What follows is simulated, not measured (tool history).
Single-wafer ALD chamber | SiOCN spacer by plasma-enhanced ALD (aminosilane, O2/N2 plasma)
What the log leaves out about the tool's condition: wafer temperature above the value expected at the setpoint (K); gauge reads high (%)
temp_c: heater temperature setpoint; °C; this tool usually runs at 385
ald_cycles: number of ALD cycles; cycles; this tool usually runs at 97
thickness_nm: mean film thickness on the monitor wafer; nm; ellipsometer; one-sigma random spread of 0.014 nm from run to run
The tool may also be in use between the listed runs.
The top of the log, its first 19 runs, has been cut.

run,hour,temp_c,ald_cycles,wafers since the last listed run,hours since the last thermocouple change,hours since the gauge calibration,"read-back reference wafer on the same gauge, thickness_nm",thickness_nm
20,460,399,97,46,208.8,827.1,6.806,5.765
21,472.9,400,86,31,221.7,840,6.798,5.104
22,503.5,385,88,73,252.3,870.6,6.795,5.264
23,526.1,385,97,54,274.9,893.2,6.799,5.799
# hour 536.6: gauge calibrated
24,558.4,397,104,77,307.2,21.8,6.8,6.201
25,589.1,372,97,73,337.9,52.5,6.801,5.776
26,610.5,385,92,51,359.3,73.9,6.798,5.523
27,642.6,398,82,77,391.4,106,6.799,4.885
28,687.2,385,97,107,436,150.6,6.807,5.797
29,715,394,86,66,463.8,178.4,6.801,5.146
30,746.8,385,97,76,495.6,210.2,6.796,5.779
31,762,377,103,36,510.8,225.4,6.805,6.125

Predict each of these 3 candidate next runs independently; none follows another, all start after run 31:
A,762.6,385,83,1,511.4,226,?,?
B,762.6,385,105,1,511.4,226,?,?
C,762.6,378,91,1,511.4,226,?,?

run,"read-back reference wafer on the same gauge, thickness_nm",thickness_nm
A,6.802,4.942
B,6.802,6.251
C,6.802,5.418
Take away the tool's hidden state, keep each run's random variation, and the runs would have read:
run,thickness_nm
A,4.942
B,6.251
C,5.418

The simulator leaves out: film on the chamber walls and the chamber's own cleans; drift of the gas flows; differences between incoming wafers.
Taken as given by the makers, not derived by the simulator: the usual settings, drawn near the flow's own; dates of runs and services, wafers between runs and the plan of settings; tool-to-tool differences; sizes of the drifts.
